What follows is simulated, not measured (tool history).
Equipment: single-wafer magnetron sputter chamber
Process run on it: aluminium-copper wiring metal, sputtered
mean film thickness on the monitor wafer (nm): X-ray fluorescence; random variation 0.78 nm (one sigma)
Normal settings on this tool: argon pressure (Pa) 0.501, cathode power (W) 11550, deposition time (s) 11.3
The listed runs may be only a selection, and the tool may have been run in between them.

run	hour	argon pressure (Pa)	cathode power (W)	deposition time (s)	read-back reference wafer on the same gauge, thickness_nm	mean film thickness on the monitor wafer (nm)
1	0	0.501	11550	11.3	212.04	235.627
2	31.7	0.501	11550	11.3	211.845	235.863
3	66.6	0.501	11550	11.3	211.958	236.892
# hour 105.8: sputter target and shields replaced
4	219.6	0.501	11550	11.3	211.948	235.96
5	248.9	0.501	11550	11.3	211.953	235.68
6	278.7	0.501	11550	11.3	211.993	235.964
7	308.1	0.501	11550	11.3	211.981	236.635
8	343	0.501	11550	11.3	211.783	235.806
9	377.1	0.501	11550	11.3	211.96	236.571
# hour 429.2: sputter target and shields replaced
# hour 453.8: gauge calibrated
10	515.8	0.501	11550	11.3	211.975	235.45
# hour 542.1: capacitance manometer re-zeroed and calibrated
11	558.6	0.501	11550	11.3	211.82	235.82
12	598.4	0.501	11550	11.3	212.219	235.736
# hour 698.5: sputter target and shields replaced
13	799.9	0.501	14250	12.2	211.717	315.058
14	843.2	0.501	11550	11.3	212.185	236.489
# hour 900.5: magnet pack replaced
15	908.4	0.501	11550	10.7	211.896	223.179
16	955.3	0.501	11550	11.3	212.191	236.596
17	988.2	0.651	11550	11.3	212.032	216.4
# hour 1056.6: sputter target and shields replaced
18	1082	0.613	13050	13	211.948	288.189
19	1146.6	0.607	10200	11.3	211.915	196.144
20	1176.4	0.398	14100	12.8	211.97	350.199
21	1201.7	0.501	9650	9.6	211.98	167.308
22	1322.1	0.577	11550	9.2	211.981	183.269
# hour 1340.3: sputter target and shields replaced
23	1356	0.376	8800	12.7	211.967	218.108
24	1384.1	0.592	14200	9.5	212.041	232.197

Alternative continuations, all from the tool just after run 24; predict every row:
A	1384.5	0.501	11550	11.3	?	?
B	1384.5	0.598	12950	13.5	?	?
C	1384.5	0.595	11550	11.3	?	?

run	read-back reference wafer on the same gauge, thickness_nm	mean film thickness on the monitor wafer (nm)
A	212.195	236.758
B	212.195	299.412
C	212.195	223.918
Stripped of hidden state, with their random variation kept, the same runs would have yielded:
run	mean film thickness on the monitor wafer (nm)
A	236.758
B	299.412
C	223.918
